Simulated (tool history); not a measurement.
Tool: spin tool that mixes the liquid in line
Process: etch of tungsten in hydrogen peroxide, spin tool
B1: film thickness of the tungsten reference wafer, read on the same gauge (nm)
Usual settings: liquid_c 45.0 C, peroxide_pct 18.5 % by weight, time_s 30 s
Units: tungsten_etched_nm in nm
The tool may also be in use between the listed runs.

{"run": 1, "hour": 0.0, "liquid_c": 45.0, "peroxide_pct": 18.5, "time_s": 30, "B1": 39.99, "tungsten_etched_nm": 23.26}
{"run": 2, "hour": 18.0, "liquid_c": 45.0, "peroxide_pct": 18.5, "time_s": 30, "B1": 40.0, "tungsten_etched_nm": 23.08}
{"hour": 36.3, "done": "gauge calibrated"}
{"run": 3, "hour": 36.8, "liquid_c": 39.5, "peroxide_pct": 21.0, "time_s": 30, "B1": 40.0, "tungsten_etched_nm": 17.4}
{"run": 4, "hour": 63.7, "liquid_c": 36.5, "peroxide_pct": 20.0, "time_s": 25, "B1": 39.98, "tungsten_etched_nm": 11.41}
{"run": 5, "hour": 97.8, "liquid_c": 45.0, "peroxide_pct": 24.0, "time_s": 30, "B1": 40.01, "tungsten_etched_nm": 26.41}
{"hour": 113.6, "done": "new drum of peroxide connected"}
{"run": 6, "hour": 115.2, "liquid_c": 45.0, "peroxide_pct": 14.5, "time_s": 30, "B1": 40.01, "tungsten_etched_nm": 20.78}
{"run": 7, "hour": 127.5, "liquid_c": 48.0, "peroxide_pct": 23.0, "time_s": 15, "B1": 39.99, "tungsten_etched_nm": 15.95}
{"run": 8, "hour": 141.5, "liquid_c": 45.0, "peroxide_pct": 18.5, "time_s": 30, "B1": 40.01, "tungsten_etched_nm": 23.6}
{"hour": 157.3, "done": "peroxide flow meter replaced"}
{"run": 9, "hour": 177.4, "liquid_c": 51.5, "peroxide_pct": 14.5, "time_s": 50, "B1": 39.99, "tungsten_etched_nm": 51.9}
{"run": 10, "hour": 191.4, "liquid_c": 45.0, "peroxide_pct": 18.5, "time_s": 40, "B1": 39.99, "tungsten_etched_nm": 31.31}
{"run": 11, "hour": 212.4, "liquid_c": 45.0, "peroxide_pct": 18.5, "time_s": 45, "B1": 39.98, "tungsten_etched_nm": 35.32}
{"run": 12, "hour": 229.3, "liquid_c": 38.5, "peroxide_pct": 18.5, "time_s": 30, "B1": 39.99, "tungsten_etched_nm": 15.51}
{"run": 13, "hour": 261.2, "liquid_c": 53.0, "peroxide_pct": 18.5, "time_s": 50, "B1": 39.99, "tungsten_etched_nm": 64.06}
{"hour": 291.1, "done": "heated supply line repaired"}
{"run": 14, "hour": 293.3, "liquid_c": 50.0, "peroxide_pct": 18.5, "time_s": 45, "B1": 40.01, "tungsten_etched_nm": 47.69}
{"run": 15, "hour": 317.5, "liquid_c": 54.5, "peroxide_pct": 21.0, "time_s": 45, "B1": 40.01, "tungsten_etched_nm": 66.23}
{"run": 16, "hour": 338.8, "liquid_c": 45.0, "peroxide_pct": 18.5, "time_s": 30, "B1": 40.0, "tungsten_etched_nm": 23.35}
{"run": 17, "hour": 360.0, "liquid_c": 45.0, "peroxide_pct": 18.5, "time_s": 30, "B1": 40.01, "tungsten_etched_nm": 23.25}
{"run": 18, "hour": 382.0, "liquid_c": 54.5, "peroxide_pct": 14.5, "time_s": 30, "B1": 40.01, "tungsten_etched_nm": 36.84}
{"run": 19, "hour": 412.4, "liquid_c": 45.0, "peroxide_pct": 13.5, "time_s": 30, "B1": 40.0, "tungsten_etched_nm": 19.46}
{"run": 20, "hour": 433.9, "liquid_c": 45.0, "peroxide_pct": 18.5, "time_s": 30, "B1": 40.0, "tungsten_etched_nm": 23.26}
{"run": 21, "hour": 452.4, "liquid_c": 45.0, "peroxide_pct": 16.0, "time_s": 45, "B1": 39.99, "tungsten_etched_nm": 31.9}
{"run": 22, "hour": 476.2, "liquid_c": 51.0, "peroxide_pct": 21.0, "time_s": 15, "B1": 39.99, "tungsten_etched_nm": 17.77}
{"run": 23, "hour": 497.6, "liquid_c": 39.5, "peroxide_pct": 20.5, "time_s": 30, "B1": 39.98, "tungsten_etched_nm": 16.86}
{"run": 24, "hour": 515.1, "liquid_c": 45.0, "peroxide_pct": 18.5, "time_s": 35, "B1": 40.0, "tungsten_etched_nm": 26.82}
{"run": 25, "hour": 541.6, "liquid_c": 40.5, "peroxide_pct": 18.5, "time_s": 30, "B1": 40.0, "tungsten_etched_nm": 17.28}
{"run": 26, "hour": 568.1, "liquid_c": 36.5, "peroxide_pct": 22.5, "time_s": 40, "B1": 39.99, "tungsten_etched_nm": 19.03}

4 ways to go on from here, each from the tool as it stands after run 26. What would each give?
{"run": "A", "hour": 568.5, "liquid_c": 45.0, "peroxide_pct": 18.5, "time_s": 15, "B1": "?", "tungsten_etched_nm": "?"}
{"run": "B", "hour": 568.5, "liquid_c": 49.0, "peroxide_pct": 14.0, "time_s": 25, "B1": "?", "tungsten_etched_nm": "?"}
{"run": "C", "hour": 568.5, "liquid_c": 49.5, "peroxide_pct": 22.5, "time_s": 50, "B1": "?", "tungsten_etched_nm": "?"}
{"run": "D", "hour": 568.5, "liquid_c": 48.0, "peroxide_pct": 23.0, "time_s": 35, "B1": "?", "tungsten_etched_nm": "?"}

run=A B1=39.99 tungsten_etched_nm=11.26
run=B B1=39.99 tungsten_etched_nm=20.97
run=C B1=39.99 tungsten_etched_nm=54.83
run=D B1=39.99 tungsten_etched_nm=35.37
Without the tool's hidden state the same runs would have given:
run=A tungsten_etched_nm=12.12
run=B tungsten_etched_nm=22.54
run=C tungsten_etched_nm=58.94
run=D tungsten_etched_nm=38.03
